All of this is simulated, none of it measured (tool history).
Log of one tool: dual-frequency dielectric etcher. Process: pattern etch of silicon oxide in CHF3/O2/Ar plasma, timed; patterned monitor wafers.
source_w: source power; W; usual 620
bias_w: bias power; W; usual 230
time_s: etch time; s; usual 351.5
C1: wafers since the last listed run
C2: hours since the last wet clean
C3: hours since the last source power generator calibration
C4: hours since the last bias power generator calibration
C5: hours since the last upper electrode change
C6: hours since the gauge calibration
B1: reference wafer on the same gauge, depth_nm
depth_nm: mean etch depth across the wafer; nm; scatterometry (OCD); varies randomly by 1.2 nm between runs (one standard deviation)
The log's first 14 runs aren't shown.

At hour 221.8: wet clean of the chamber.
Run 15, hour 222.8: usual settings; C1 107; C2 1.0; C3 88.5; C4 65.2; C5 234.3; C6 167.2; B1 923.1. Result: depth_nm 804.3 nm.
Run 16, hour 234.6: usual settings but source_w 490 W; C1 55; C2 12.8; C3 100.3; C4 77.0; C5 246.1; C6 179.0; B1 922.8. Result: depth_nm 720.8 nm.
Run 17, hour 250.1: usual settings; C1 73; C2 28.3; C3 115.8; C4 92.5; C5 261.6; C6 194.5; B1 923.0. Result: depth_nm 804.0 nm.
Run 18, hour 281.1: usual settings; C1 146; C2 59.3; C3 146.8; C4 123.5; C5 292.6; C6 225.5; B1 923.1. Result: depth_nm 803.8 nm.
Run 19, hour 288.0: usual settings; C1 32; C2 66.2; C3 153.7; C4 130.4; C5 299.5; C6 232.4; B1 922.9. Result: depth_nm 800.9 nm.
Run 20, hour 297.5: usual settings; C1 44; C2 75.7; C3 163.2; C4 139.9; C5 309.0; C6 241.9; B1 922.9. Result: depth_nm 803.4 nm.
Run 21, hour 305.6: usual settings but source_w 760 W, bias_w 275 W, time_s 271.0 s; C1 38; C2 83.8; C3 171.3; C4 148.0; C5 317.1; C6 250.0; B1 923.0. Result: depth_nm 729.4 nm.
Run 22, hour 313.8: usual settings but source_w 730 W, time_s 246.0 s; C1 38; C2 92.0; C3 179.5; C4 156.2; C5 325.3; C6 258.2; B1 923.1. Result: depth_nm 606.3 nm.
Run 23, hour 327.6: usual settings but bias_w 273 W, time_s 306.0 s; C1 65; C2 105.8; C3 193.3; C4 170.0; C5 339.1; C6 272.0; B1 922.9. Result: depth_nm 750.9 nm.
Run 24, hour 337.7: usual settings; C1 47; C2 115.9; C3 203.4; C4 180.1; C5 349.2; C6 282.1; B1 922.6. Result: depth_nm 802.8 nm.
Run 25, hour 343.9: usual settings but source_w 740 W, bias_w 196 W, time_s 410.0 s; C1 29; C2 122.1; C3 209.6; C4 186.3; C5 355.4; C6 288.3; B1 923.2. Result: depth_nm 955.9 nm.
Run 26, hour 357.7: usual settings but time_s 440.0 s; C1 65; C2 135.9; C3 223.4; C4 200.1; C5 369.2; C6 302.1; B1 923.1. Result: depth_nm 1006.0 nm.
Run 27, hour 373.2: usual settings but source_w 560 W; C1 73; C2 151.4; C3 238.9; C4 215.6; C5 384.7; C6 317.6; B1 923.0. Result: depth_nm 767.0 nm.
Run 28, hour 388.6: usual settings but source_w 730 W, bias_w 178 W, time_s 454.5 s; C1 72; C2 166.8; C3 254.3; C4 231.0; C5 400.1; C6 333.0; B1 923.0. Result: depth_nm 1011.1 nm.
Run 29, hour 400.4: usual settings but bias_w 189 W; C1 55; C2 178.6; C3 266.1; C4 242.8; C5 411.9; C6 344.8; B1 923.1. Result: depth_nm 745.4 nm.
Run 30, hour 413.2: usual settings but time_s 246.5 s; C1 60; C2 191.4; C3 278.9; C4 255.6; C5 424.7; C6 357.6; B1 923.2. Result: depth_nm 564.3 nm.
Run 31, hour 423.1: usual settings but bias_w 262 W, time_s 418.0 s; C1 46; C2 201.3; C3 288.8; C4 265.5; C5 434.6; C6 367.5; B1 923.1. Result: depth_nm 1011.1 nm.

Consider 3 possible next runs. They are alternatives, not a sequence: every one starts from the tool as it was left by run 31. What does each give?
Run A, hour 423.6: usual settings; C1 2; C2 201.8; C3 289.3; C4 266.0; C5 435.1; C6 368.0; B1 ?. Result: depth_nm ?.
Run B, hour 423.6: usual settings but bias_w 255 W; C1 2; C2 201.8; C3 289.3; C4 266.0; C5 435.1; C6 368.0; B1 ?. Result: depth_nm ?.
Run C, hour 423.6: usual settings but source_w 520 W, bias_w 286 W, time_s 405.5 s; C1 2; C2 201.8; C3 289.3; C4 266.0; C5 435.1; C6 368.0; B1 ?. Result: depth_nm ?.

run     B1  depth_nm
  A  923.3     805.5
  B  923.3     840.1
  C  923.3     938.0
Had the tool no hidden state, the same runs would have come out as:
run  depth_nm
  A     801.9
  B     836.3
  C     933.8
